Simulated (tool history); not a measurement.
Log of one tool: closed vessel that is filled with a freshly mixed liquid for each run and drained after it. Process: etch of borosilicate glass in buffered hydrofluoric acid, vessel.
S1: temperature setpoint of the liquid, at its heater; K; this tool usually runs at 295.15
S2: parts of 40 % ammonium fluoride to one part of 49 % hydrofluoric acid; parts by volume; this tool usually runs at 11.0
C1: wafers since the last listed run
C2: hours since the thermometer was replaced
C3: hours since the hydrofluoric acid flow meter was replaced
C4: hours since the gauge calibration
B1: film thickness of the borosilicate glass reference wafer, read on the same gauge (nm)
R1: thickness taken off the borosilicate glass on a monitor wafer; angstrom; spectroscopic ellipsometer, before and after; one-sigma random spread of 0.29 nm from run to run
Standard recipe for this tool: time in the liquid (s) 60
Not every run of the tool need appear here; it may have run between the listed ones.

Run 1, hour 0.0: usual settings; C1 0; C2 1671.3; C3 1247.6; C4 246.2; B1 79.86. Result: R1 624.5 angstrom.
Run 2, hour 30.1: usual settings; C1 2083; C2 1701.4; C3 1277.7; C4 276.3; B1 79.73. Result: R1 630.4 angstrom.
Run 3, hour 43.7: usual settings; C1 941; C2 1715.0; C3 1291.3; C4 289.9; B1 79.62. Result: R1 622.6 angstrom.
Run 4, hour 64.3: usual settings; C1 1425; C2 1735.6; C3 1311.9; C4 310.5; B1 79.60. Result: R1 631.5 angstrom.
Run 5, hour 84.5: usual settings; C1 1398; C2 1755.8; C3 1332.1; C4 330.7; B1 79.46. Result: R1 620.3 angstrom.
Run 6, hour 112.1: usual settings but time in the liquid (s) 40; C1 1910; C2 1783.4; C3 1359.7; C4 358.3; B1 79.37. Result: R1 418.5 angstrom.
Run 7, hour 126.4: usual settings but time in the liquid (s) 40; C1 989; C2 1797.7; C3 1374.0; C4 372.6; B1 79.34. Result: R1 415.1 angstrom.
Run 8, hour 147.5: usual settings but time in the liquid (s) 35; C1 1460; C2 1818.8; C3 1395.1; C4 393.7; B1 79.27. Result: R1 364.2 angstrom.
Run 9, hour 172.0: usual settings but time in the liquid (s) 35; C1 1695; C2 1843.3; C3 1419.6; C4 418.2; B1 79.14. Result: R1 362.1 angstrom.
Run 10, hour 191.2: usual settings but time in the liquid (s) 35; C1 1328; C2 1862.5; C3 1438.8; C4 437.4; B1 79.05. Result: R1 362.5 angstrom.
At hour 211.2: hydrofluoric acid flow meter replaced.
Run 11, hour 215.6: usual settings but S2 13.5 parts by volume; C1 1619; C2 1886.9; C3 4.4; C4 461.8; B1 78.88. Result: R1 507.2 angstrom.
Run 12, hour 239.2: usual settings but S1 292.15 K, S2 9.5 parts by volume; C1 1633; C2 1910.5; C3 28.0; C4 485.4; B1 78.80. Result: R1 597.3 angstrom.
At hour 257.7: gauge calibrated.
Run 13, hour 263.9: usual settings but S1 296.65 K; C1 1709; C2 1935.2; C3 52.7; C4 6.2; B1 80.06. Result: R1 680.5 angstrom.
Run 14, hour 281.9: usual settings but S2 13.5 parts by volume, time in the liquid (s) 85; C1 1245; C2 1953.2; C3 70.7; C4 24.2; B1 80.06. Result: R1 731.5 angstrom.
At hour 307.4: thermometer replaced.
Run 15, hour 311.0: usual settings but S1 299.65 K; C1 1944; C2 3.6; C3 99.8; C4 53.3; B1 80.09. Result: R1 798.7 angstrom.
Run 16, hour 325.4: usual settings but S1 296.65 K; C1 996; C2 18.0; C3 114.2; C4 67.7; B1 80.02. Result: R1 682.8 angstrom.
Run 17, hour 347.4: usual settings but S1 299.15 K, S2 9.5 parts by volume, time in the liquid (s) 30; C1 1522; C2 40.0; C3 136.2; C4 89.7; B1 80.03. Result: R1 446.9 angstrom.
Run 18, hour 380.3: usual settings; C1 2276; C2 72.9; C3 169.1; C4 122.6; B1 79.93. Result: R1 634.5 angstrom.
Run 19, hour 393.4: usual settings but S1 293.15 K; C1 906; C2 86.0; C3 182.2; C4 135.7; B1 79.99. Result: R1 564.2 angstrom.
Run 20, hour 421.7: usual settings but S1 297.15 K, S2 15.5 parts by volume, time in the liquid (s) 50; C1 1958; C2 114.3; C3 210.5; C4 164.0; B1 79.95. Result: R1 415.2 angstrom.
Run 21, hour 448.6: usual settings but S1 296.65 K; C1 1861; C2 141.2; C3 237.4; C4 190.9; B1 79.84. Result: R1 682.2 angstrom.
Run 22, hour 479.8: usual settings but S2 8.5 parts by volume; C1 2159; C2 172.4; C3 268.6; C4 222.1; B1 79.77. Result: R1 787.7 angstrom.
Run 23, hour 494.0: usual settings; C1 982; C2 186.6; C3 282.8; C4 236.3; B1 79.75. Result: R1 624.1 angstrom.
Run 24, hour 513.5: usual settings but S2 8.0 parts by volume; C1 1349; C2 206.1; C3 302.3; C4 255.8; B1 79.66. Result: R1 844.5 angstrom.

Consider 5 possible next runs. They are alternatives, not a sequence: every one starts from the tool as it was left by run 24. What does each give?
Run A, hour 514.2: usual settings but S1 292.65 K; C1 48; C2 206.8; C3 303.0; C4 256.5; B1 ?. Result: R1 ?.
Run B, hour 514.2: usual settings but S1 291.15 K, S2 9.5 parts by volume; C1 48; C2 206.8; C3 303.0; C4 256.5; B1 ?. Result: R1 ?.
Run C, hour 514.2: usual settings but S1 297.15 K, S2 12.5 parts by volume, time in the liquid (s) 35; C1 48; C2 206.8; C3 303.0; C4 256.5; B1 ?. Result: R1 ?.
Run D, hour 514.2: usual settings but S1 300.15 K; C1 48; C2 206.8; C3 303.0; C4 256.5; B1 ?. Result: R1 ?.
Run E, hour 514.2: usual settings but S2 14.0 parts by volume, time in the liquid (s) 90; C1 48; C2 206.8; C3 303.0; C4 256.5; B1 ?. Result: R1 ?.

run     B1     R1
  A  79.66  545.2
  B  79.66  570.1
  C  79.66  357.8
  D  79.66  815.9
  E  79.66  738.4
Without the tool's unlogged condition, the same runs would have read:
run     R1
  A  547.4
  B  572.4
  C  359.2
  D  819.2
  E  741.4

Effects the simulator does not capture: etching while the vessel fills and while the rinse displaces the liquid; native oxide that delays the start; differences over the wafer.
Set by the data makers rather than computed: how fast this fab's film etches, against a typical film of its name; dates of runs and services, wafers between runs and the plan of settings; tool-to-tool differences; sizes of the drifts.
